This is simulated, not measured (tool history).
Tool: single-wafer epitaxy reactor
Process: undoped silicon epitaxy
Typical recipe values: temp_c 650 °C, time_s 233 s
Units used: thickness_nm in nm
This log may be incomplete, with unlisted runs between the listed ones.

run	hour	temp_c	time_s	read-back reference wafer on the same gauge, thickness_nm	thickness_nm
1	0	650	233	36.432	35.041
2	93.3	650	233	36.365	35.291
3	169	650	233	36.413	34.847
4	220.7	650	233	36.296	35.036
5	267.4	650	266	36.224	39.915
6	371.5	650	266	36.152	39.9
# hour 454.6: pyrometer calibrated
7	457.1	650	266	36.068	39.799
8	507.2	650	233	36	34.723
9	580.9	650	233	35.89	34.941
# hour 597.4: gauge calibrated
10	626.7	650	233	36.595	35.351
11	718.1	650	233	36.509	35.393
12	799.9	650	233	36.545	35.025
13	860.8	663	217	36.472	44.77
14	951	650	191	36.502	28.905
15	1028.4	650	233	36.477	35.325
16	1072.1	643	233	36.411	29.641
17	1117.7	650	233	36.394	35.01
18	1158	650	197	36.397	29.709
19	1195.7	640	279	36.394	32.937
20	1274.8	663	255	36.287	52.31
21	1312	650	233	36.292	35.171
22	1393.3	637	203	36.229	22.243

Here are 3 independent what-if runs from the current tool condition. What would each one return?
A	1393.8	660	233	?	?
B	1393.8	658	213	?	?
C	1393.8	650	261	?	?

run	read-back reference wafer on the same gauge, thickness_nm	thickness_nm
A	36.226	43.949
B	36.226	38.325
C	36.226	38.796
With no hidden state in the tool, these same runs would have given:
run	thickness_nm
A	44.393
B	38.712
C	39.188
